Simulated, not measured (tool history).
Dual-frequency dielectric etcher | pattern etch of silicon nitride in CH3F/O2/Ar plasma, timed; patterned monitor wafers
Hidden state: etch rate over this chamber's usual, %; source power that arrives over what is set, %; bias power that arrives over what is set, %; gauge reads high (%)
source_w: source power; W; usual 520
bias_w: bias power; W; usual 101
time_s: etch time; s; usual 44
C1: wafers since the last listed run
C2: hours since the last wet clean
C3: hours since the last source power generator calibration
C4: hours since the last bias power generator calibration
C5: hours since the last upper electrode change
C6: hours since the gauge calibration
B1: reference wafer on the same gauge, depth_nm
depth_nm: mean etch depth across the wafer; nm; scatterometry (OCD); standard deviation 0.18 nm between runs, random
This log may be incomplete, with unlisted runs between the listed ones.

{"run": 1, "day": 0.0, "source_w": 580, "bias_w": 101, "time_s": 44, "C1": 0, "C2": 320.4, "C3": 891.7, "C4": 2647.2, "C5": 1533.2, "C6": 371.6, "B1": 45.58, "depth_nm": 43.48}
{"run": 2, "day": 2.004, "source_w": 580, "bias_w": 101, "time_s": 44, "C1": 445, "C2": 368.5, "C3": 939.8, "C4": 2695.3, "C5": 1581.3, "C6": 419.7, "B1": 45.59, "depth_nm": 43.47}
{"run": 3, "day": 4.729, "source_w": 520, "bias_w": 101, "time_s": 44, "C1": 605, "C2": 433.9, "C3": 1005.2, "C4": 2760.7, "C5": 1646.7, "C6": 485.1, "B1": 45.59, "depth_nm": 41.12}
{"day": 9.712, "done": "wet clean of the chamber"}
{"run": 4, "day": 9.733, "source_w": 520, "bias_w": 101, "time_s": 44, "C1": 890, "C2": 0.5, "C3": 1125.3, "C4": 2880.8, "C5": 1766.8, "C6": 605.2, "B1": 45.59, "depth_nm": 41.02}
{"run": 5, "day": 10.604, "source_w": 520, "bias_w": 101, "time_s": 44, "C1": 193, "C2": 21.4, "C3": 1146.2, "C4": 2901.7, "C5": 1787.7, "C6": 626.1, "B1": 45.6, "depth_nm": 41.29}
{"run": 6, "day": 14.138, "source_w": 520, "bias_w": 101, "time_s": 44, "C1": 785, "C2": 106.2, "C3": 1231, "C4": 2986.5, "C5": 1872.5, "C6": 710.9, "B1": 45.6, "depth_nm": 41.56}
{"run": 7, "day": 16.946, "source_w": 420, "bias_w": 101, "time_s": 44, "C1": 624, "C2": 173.6, "C3": 1298.4, "C4": 3053.9, "C5": 1939.9, "C6": 778.3, "B1": 45.57, "depth_nm": 36.66}
{"day": 18.325, "done": "upper electrode replaced"}
{"run": 8, "day": 20.629, "source_w": 420, "bias_w": 101, "time_s": 44, "C1": 596, "C2": 262, "C3": 1386.8, "C4": 3142.3, "C5": 55.3, "C6": 866.7, "B1": 45.59, "depth_nm": 36.6}
{"run": 9, "day": 23.612, "source_w": 520, "bias_w": 114, "time_s": 44, "C1": 663, "C2": 333.6, "C3": 1458.4, "C4": 3213.9, "C5": 126.9, "C6": 938.3, "B1": 45.63, "depth_nm": 42.66}
{"day": 24.162, "done": "bias power generator calibrated"}
{"run": 10, "day": 26.925, "source_w": 520, "bias_w": 101, "time_s": 44, "C1": 699, "C2": 413.1, "C3": 1537.9, "C4": 66.3, "C5": 206.4, "C6": 1017.8, "B1": 45.55, "depth_nm": 41.64}
{"run": 11, "day": 29.596, "source_w": 520, "bias_w": 107, "time_s": 31, "C1": 593, "C2": 477.2, "C3": 1602, "C4": 130.4, "C5": 270.5, "C6": 1081.9, "B1": 45.63, "depth_nm": 29.46}
{"day": 31.279, "done": "wet clean of the chamber"}
{"run": 12, "day": 32.158, "source_w": 640, "bias_w": 119, "time_s": 44, "C1": 347, "C2": 21.1, "C3": 1663.5, "C4": 191.9, "C5": 332, "C6": 1143.4, "B1": 45.61, "depth_nm": 47.56}
{"run": 13, "day": 35.246, "source_w": 420, "bias_w": 92, "time_s": 53.5, "C1": 686, "C2": 95.2, "C3": 1737.6, "C4": 266, "C5": 406.1, "C6": 1217.5, "B1": 45.61, "depth_nm": 43.47}

Expected results for the next run?
{"day": 37.504, "done": "source power generator calibrated"}
{"run": 14, "day": 38.679, "source_w": 460, "bias_w": 85, "time_s": 54, "C1": 726, "C2": 177.6, "C3": 28.2, "C4": 348.4, "C5": 488.5, "C6": 1299.9, "B1": "?", "depth_nm": "?"}

Run 14 gave B1 45.59, depth_nm 45.86 nm.
On a tool with no hidden condition, and with the same random variation, this run would have come out at depth_nm 45.86 nm.
